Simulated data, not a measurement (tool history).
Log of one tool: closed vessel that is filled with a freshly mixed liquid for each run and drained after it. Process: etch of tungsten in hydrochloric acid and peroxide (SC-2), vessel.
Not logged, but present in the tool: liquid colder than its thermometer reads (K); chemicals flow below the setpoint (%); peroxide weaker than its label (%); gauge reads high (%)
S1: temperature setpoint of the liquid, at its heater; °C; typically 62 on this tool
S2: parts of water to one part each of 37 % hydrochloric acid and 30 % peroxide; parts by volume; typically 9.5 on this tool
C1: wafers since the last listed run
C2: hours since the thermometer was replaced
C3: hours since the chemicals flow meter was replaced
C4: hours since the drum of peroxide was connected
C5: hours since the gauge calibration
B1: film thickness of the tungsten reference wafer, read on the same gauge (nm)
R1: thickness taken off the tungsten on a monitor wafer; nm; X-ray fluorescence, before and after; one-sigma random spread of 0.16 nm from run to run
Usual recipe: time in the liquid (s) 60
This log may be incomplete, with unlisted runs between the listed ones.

{"run": 1, "hour": 0.0, "S1": 66.5, "S2": 9.5, "time in the liquid (s)": 60, "C1": 0, "C2": 2518.3, "C3": 1127.5, "C4": 312.4, "C5": 101.7, "B1": 49.98, "R1": 60.9}
{"run": 2, "hour": 19.0, "S1": 66.5, "S2": 9.5, "time in the liquid (s)": 60, "C1": 1645, "C2": 2537.3, "C3": 1146.5, "C4": 331.4, "C5": 120.7, "B1": 50.01, "R1": 60.67}
{"run": 3, "hour": 33.2, "S1": 62, "S2": 9.5, "time in the liquid (s)": 60, "C1": 1229, "C2": 2551.5, "C3": 1160.7, "C4": 345.6, "C5": 134.9, "B1": 50, "R1": 46.18}
{"run": 4, "hour": 50.1, "S1": 62, "S2": 9.5, "time in the liquid (s)": 35, "C1": 1463, "C2": 2568.4, "C3": 1177.6, "C4": 362.5, "C5": 151.8, "B1": 50, "R1": 27.04}
{"run": 5, "hour": 67.3, "S1": 62, "S2": 9.5, "time in the liquid (s)": 35, "C1": 1489, "C2": 2585.6, "C3": 1194.8, "C4": 379.7, "C5": 169, "B1": 49.97, "R1": 26.84}
{"run": 6, "hour": 80.3, "S1": 62, "S2": 12.5, "time in the liquid (s)": 60, "C1": 1125, "C2": 2598.6, "C3": 1207.8, "C4": 392.7, "C5": 182, "B1": 49.98, "R1": 36.51}
{"run": 7, "hour": 89.3, "S1": 62, "S2": 12.5, "time in the liquid (s)": 60, "C1": 779, "C2": 2607.6, "C3": 1216.8, "C4": 401.7, "C5": 191, "B1": 50.01, "R1": 36.66}
{"run": 8, "hour": 98.9, "S1": 62, "S2": 11, "time in the liquid (s)": 60, "C1": 831, "C2": 2617.2, "C3": 1226.4, "C4": 411.3, "C5": 200.6, "B1": 49.97, "R1": 40.57}
{"run": 9, "hour": 111.3, "S1": 62, "S2": 9.5, "time in the liquid (s)": 60, "C1": 1073, "C2": 2629.6, "C3": 1238.8, "C4": 423.7, "C5": 213, "B1": 50.03, "R1": 45.91}
{"run": 10, "hour": 118.1, "S1": 62, "S2": 9.5, "time in the liquid (s)": 60, "C1": 588, "C2": 2636.4, "C3": 1245.6, "C4": 430.5, "C5": 219.8, "B1": 49.99, "R1": 45.99}
{"run": 11, "hour": 153.8, "S1": 62, "S2": 9.5, "time in the liquid (s)": 60, "C1": 3091, "C2": 2672.1, "C3": 1281.3, "C4": 466.2, "C5": 255.5, "B1": 50, "R1": 45.98}
{"hour": 160.4, "done": "gauge calibrated"}
{"hour": 166.3, "done": "chemicals flow meter replaced"}
{"run": 12, "hour": 166.8, "S1": 62, "S2": 12, "time in the liquid (s)": 60, "C1": 1039, "C2": 2685.1, "C3": 0.5, "C4": 479.2, "C5": 6.4, "B1": 49.99, "R1": 39.66}
{"run": 13, "hour": 177.2, "S1": 62, "S2": 12, "time in the liquid (s)": 60, "C1": 900, "C2": 2695.5, "C3": 10.9, "C4": 489.6, "C5": 16.8, "B1": 50.03, "R1": 39.68}
{"run": 14, "hour": 183.9, "S1": 62, "S2": 12, "time in the liquid (s)": 60, "C1": 580, "C2": 2702.2, "C3": 17.6, "C4": 496.3, "C5": 23.5, "B1": 50, "R1": 39.59}
{"run": 15, "hour": 196.3, "S1": 62, "S2": 14.5, "time in the liquid (s)": 60, "C1": 1073, "C2": 2714.6, "C3": 30, "C4": 508.7, "C5": 35.9, "B1": 49.98, "R1": 33.6}
{"run": 16, "hour": 207.0, "S1": 70, "S2": 6.5, "time in the liquid (s)": 70, "C1": 926, "C2": 2725.3, "C3": 40.7, "C4": 519.4, "C5": 46.6, "B1": 50.01, "R1": 123.82}
{"run": 17, "hour": 219.2, "S1": 62, "S2": 9.5, "time in the liquid (s)": 60, "C1": 1056, "C2": 2737.5, "C3": 52.9, "C4": 531.6, "C5": 58.8, "B1": 49.97, "R1": 48.1}
{"run": 18, "hour": 231.6, "S1": 71.5, "S2": 9.5, "time in the liquid (s)": 75, "C1": 1073, "C2": 2749.9, "C3": 65.3, "C4": 544, "C5": 71.2, "B1": 49.99, "R1": 106.86}
{"run": 19, "hour": 241.2, "S1": 59.5, "S2": 7, "time in the liquid (s)": 60, "C1": 831, "C2": 2759.5, "C3": 74.9, "C4": 553.6, "C5": 80.8, "B1": 50, "R1": 52.68}
{"run": 20, "hour": 258.7, "S1": 67.5, "S2": 9.5, "time in the liquid (s)": 60, "C1": 1515, "C2": 2777, "C3": 92.4, "C4": 571.1, "C5": 98.3, "B1": 50.02, "R1": 67.14}
{"run": 21, "hour": 269.2, "S1": 56.5, "S2": 7, "time in the liquid (s)": 60, "C1": 909, "C2": 2787.5, "C3": 102.9, "C4": 581.6, "C5": 108.8, "B1": 50.02, "R1": 43.7}
{"run": 22, "hour": 276.2, "S1": 54, "S2": 11, "time in the liquid (s)": 40, "C1": 606, "C2": 2794.5, "C3": 109.9, "C4": 588.6, "C5": 115.8, "B1": 49.97, "R1": 17.01}
{"hour": 280.1, "done": "thermometer replaced"}
{"hour": 284.6, "done": "new drum of peroxide connected"}
{"run": 23, "hour": 291.1, "S1": 62, "S2": 9.5, "time in the liquid (s)": 60, "C1": 1116, "C2": 11, "C3": 124.8, "C4": 6.5, "C5": 130.7, "B1": 49.99, "R1": 48.05}
{"run": 24, "hour": 308.0, "S1": 62, "S2": 9.5, "time in the liquid (s)": 60, "C1": 1463, "C2": 27.9, "C3": 141.7, "C4": 23.4, "C5": 147.6, "B1": 50.01, "R1": 48.04}
{"run": 25, "hour": 319.2, "S1": 62, "S2": 9.5, "time in the liquid (s)": 60, "C1": 969, "C2": 39.1, "C3": 152.9, "C4": 34.6, "C5": 158.8, "B1": 50.02, "R1": 47.95}
{"run": 26, "hour": 326.2, "S1": 62, "S2": 8, "time in the liquid (s)": 40, "C1": 606, "C2": 46.1, "C3": 159.9, "C4": 41.6, "C5": 165.8, "B1": 49.99, "R1": 36.89}
{"run": 27, "hour": 333.0, "S1": 62, "S2": 9.5, "time in the liquid (s)": 60, "C1": 588, "C2": 52.9, "C3": 166.7, "C4": 48.4, "C5": 172.6, "B1": 50, "R1": 47.83}
{"run": 28, "hour": 347.7, "S1": 66.5, "S2": 11.5, "time in the liquid (s)": 60, "C1": 1272, "C2": 67.6, "C3": 181.4, "C4": 63.1, "C5": 187.3, "B1": 50, "R1": 53.93}
{"run": 29, "hour": 359.9, "S1": 62, "S2": 9.5, "time in the liquid (s)": 60, "C1": 1056, "C2": 79.8, "C3": 193.6, "C4": 75.3, "C5": 199.5, "B1": 49.99, "R1": 47.72}

Forecast each of these 4 alternatives for the next run:
{"run": "A", "hour": 360.6, "S1": 62, "S2": 9.5, "time in the liquid (s)": 60, "C1": 60, "C2": 80.5, "C3": 194.3, "C4": 76, "C5": 200.2, "B1": "?", "R1": "?"}
{"run": "B", "hour": 360.6, "S1": 62, "S2": 14.5, "time in the liquid (s)": 85, "C1": 60, "C2": 80.5, "C3": 194.3, "C4": 76, "C5": 200.2, "B1": "?", "R1": "?"}
{"run": "C", "hour": 360.6, "S1": 62, "S2": 7, "time in the liquid (s)": 95, "C1": 60, "C2": 80.5, "C3": 194.3, "C4": 76, "C5": 200.2, "B1": "?", "R1": "?"}
{"run": "D", "hour": 360.6, "S1": 53.5, "S2": 11, "time in the liquid (s)": 30, "C1": 60, "C2": 80.5, "C3": 194.3, "C4": 76, "C5": 200.2, "B1": "?", "R1": "?"}

run=A B1=50.01 R1=48.07
run=B B1=50.01 R1=47.43
run=C B1=50.01 R1=97.3
run=D B1=50.01 R1=12.38
With no hidden state in the tool, these same runs would have given:
run=A R1=48.53
run=B R1=47.92
run=C R1=98.19
run=D R1=12.5

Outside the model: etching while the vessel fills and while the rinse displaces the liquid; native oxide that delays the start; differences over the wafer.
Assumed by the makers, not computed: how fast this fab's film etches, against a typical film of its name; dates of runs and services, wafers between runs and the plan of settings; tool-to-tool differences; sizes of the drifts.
